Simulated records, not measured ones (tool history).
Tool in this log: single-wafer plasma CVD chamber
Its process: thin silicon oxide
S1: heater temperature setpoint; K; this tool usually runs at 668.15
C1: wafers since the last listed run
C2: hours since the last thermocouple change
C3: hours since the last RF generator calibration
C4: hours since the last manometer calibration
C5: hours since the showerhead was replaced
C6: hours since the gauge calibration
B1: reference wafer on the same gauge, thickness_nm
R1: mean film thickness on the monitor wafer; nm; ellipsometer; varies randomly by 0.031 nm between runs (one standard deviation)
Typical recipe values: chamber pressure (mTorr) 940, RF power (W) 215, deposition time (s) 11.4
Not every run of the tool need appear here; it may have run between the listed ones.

run 1 hour=0.0 | S1=668.15 chamber_pressure_(mTorr)=940 RF_power_(W)=215 deposition_time_(s)=11.4 | C1=0 C2=1693.3 C3=2463.8 C4=1936.9 C5=3254.4 C6=85.6 | B1=23.302 | R1=22.162
run 2 hour=11.1 | S1=668.15 chamber_pressure_(mTorr)=1086 RF_power_(W)=215 deposition_time_(s)=11.4 | C1=436 C2=1704.4 C3=2474.9 C4=1948.0 C5=3265.5 C6=96.7 | B1=23.296 | R1=24.735
run 3 hour=54.4 | S1=668.15 chamber_pressure_(mTorr)=1086 RF_power_(W)=215 deposition_time_(s)=11.4 | C1=1703 C2=1747.7 C3=2518.2 C4=1991.3 C5=3308.8 C6=140.0 | B1=23.304 | R1=24.658
run 4 hour=61.1 | S1=668.15 chamber_pressure_(mTorr)=1086 RF_power_(W)=215 deposition_time_(s)=11.4 | C1=263 C2=1754.4 C3=2524.9 C4=1998.0 C5=3315.5 C6=146.7 | B1=23.301 | R1=24.635
-- hour=70.5 capacitance manometer re-zeroed and calibrated
run 5 hour=74.0 | S1=668.15 chamber_pressure_(mTorr)=940 RF_power_(W)=215 deposition_time_(s)=11.4 | C1=192 C2=1767.3 C3=2537.8 C4=3.5 C5=3328.4 C6=159.6 | B1=23.310 | R1=20.987
-- hour=83.3 thermocouple changed; heater temperature recalibrated
run 6 hour=86.9 | S1=668.15 chamber_pressure_(mTorr)=940 RF_power_(W)=215 deposition_time_(s)=11.4 | C1=192 C2=3.6 C3=2550.7 C4=16.4 C5=3341.3 C6=172.5 | B1=23.293 | R1=20.992
-- hour=102.8 RF generator calibrated
run 7 hour=103.3 | S1=668.15 chamber_pressure_(mTorr)=940 RF_power_(W)=215 deposition_time_(s)=11.4 | C1=330 C2=20.0 C3=0.5 C4=32.8 C5=3357.7 C6=188.9 | B1=23.293 | R1=20.956
run 8 hour=118.5 | S1=668.15 chamber_pressure_(mTorr)=940 RF_power_(W)=215 deposition_time_(s)=11.4 | C1=597 C2=35.2 C3=15.7 C4=48.0 C5=3372.9 C6=204.1 | B1=23.305 | R1=20.990
run 9 hour=126.0 | S1=661.15 chamber_pressure_(mTorr)=940 RF_power_(W)=215 deposition_time_(s)=11.4 | C1=295 C2=42.7 C3=23.2 C4=55.5 C5=3380.4 C6=211.6 | B1=23.300 | R1=21.095
-- hour=127.6 gauge calibrated
run 10 hour=135.9 | S1=668.15 chamber_pressure_(mTorr)=940 RF_power_(W)=215 deposition_time_(s)=11.4 | C1=389 C2=52.6 C3=33.1 C4=65.4 C5=3390.3 C6=8.3 | B1=23.301 | R1=21.035
run 11 hour=145.5 | S1=673.15 chamber_pressure_(mTorr)=1085 RF_power_(W)=195 deposition_time_(s)=12.1 | C1=377 C2=62.2 C3=42.7 C4=75.0 C5=3399.9 C6=17.9 | B1=23.306 | R1=23.595
run 12 hour=157.7 | S1=668.15 chamber_pressure_(mTorr)=940 RF_power_(W)=215 deposition_time_(s)=11.4 | C1=479 C2=74.4 C3=54.9 C4=87.2 C5=3412.1 C6=30.1 | B1=23.292 | R1=21.042
-- hour=168.9 showerhead replaced
run 13 hour=169.4 | S1=668.15 chamber_pressure_(mTorr)=940 RF_power_(W)=235 deposition_time_(s)=11.4 | C1=145 C2=86.1 C3=66.6 C4=98.9 C5=0.5 C6=41.8 | B1=23.307 | R1=22.000
run 14 hour=180.3 | S1=668.15 chamber_pressure_(mTorr)=940 RF_power_(W)=215 deposition_time_(s)=13.1 | C1=428 C2=97.0 C3=77.5 C4=109.8 C5=11.4 C6=52.7 | B1=23.303 | R1=24.198
run 15 hour=192.0 | S1=683.15 chamber_pressure_(mTorr)=810 RF_power_(W)=240 deposition_time_(s)=9.3 | C1=460 C2=108.7 C3=89.2 C4=121.5 C5=23.1 C6=64.4 | B1=23.298 | R1=15.503
run 16 hour=201.8 | S1=682.15 chamber_pressure_(mTorr)=879 RF_power_(W)=215 deposition_time_(s)=11.4 | C1=385 C2=118.5 C3=99.0 C4=131.3 C5=32.9 C6=74.2 | B1=23.302 | R1=19.590
run 17 hour=210.5 | S1=681.15 chamber_pressure_(mTorr)=940 RF_power_(W)=235 deposition_time_(s)=13.4 | C1=342 C2=127.2 C3=107.7 C4=140.0 C5=41.6 C6=82.9 | B1=23.308 | R1=25.631
run 18 hour=223.6 | S1=655.15 chamber_pressure_(mTorr)=790 RF_power_(W)=215 deposition_time_(s)=11.4 | C1=515 C2=140.3 C3=120.8 C4=153.1 C5=54.7 C6=96.0 | B1=23.298 | R1=17.807

Forecast each of these 5 alternatives for the next run:
run A hour=224.0 | S1=668.15 chamber_pressure_(mTorr)=940 RF_power_(W)=215 deposition_time_(s)=11.4 | C1=15 C2=140.7 C3=121.2 C4=153.5 C5=55.1 C6=96.4 | B1=? | R1=?
run B hour=224.0 | S1=668.15 chamber_pressure_(mTorr)=940 RF_power_(W)=230 deposition_time_(s)=11.4 | C1=15 C2=140.7 C3=121.2 C4=153.5 C5=55.1 C6=96.4 | B1=? | R1=?
run C hour=224.0 | S1=678.15 chamber_pressure_(mTorr)=940 RF_power_(W)=195 deposition_time_(s)=9.6 | C1=15 C2=140.7 C3=121.2 C4=153.5 C5=55.1 C6=96.4 | B1=? | R1=?
run D hour=224.0 | S1=668.15 chamber_pressure_(mTorr)=940 RF_power_(W)=215 deposition_time_(s)=9.3 | C1=15 C2=140.7 C3=121.2 C4=153.5 C5=55.1 C6=96.4 | B1=? | R1=?
run E hour=224.0 | S1=668.15 chamber_pressure_(mTorr)=732 RF_power_(W)=215 deposition_time_(s)=11.4 | C1=15 C2=140.7 C3=121.2 C4=153.5 C5=55.1 C6=96.4 | B1=? | R1=?

run=A B1=23.296 R1=21.055
run=B B1=23.296 R1=21.766
run=C B1=23.296 R1=16.752
run=D B1=23.296 R1=17.186
run=E B1=23.296 R1=16.138
Without the tool's hidden state the same runs would have given:
run=A R1=20.665
run=B R1=21.363
run=C R1=16.441
run=D R1=16.868
run=E R1=15.774
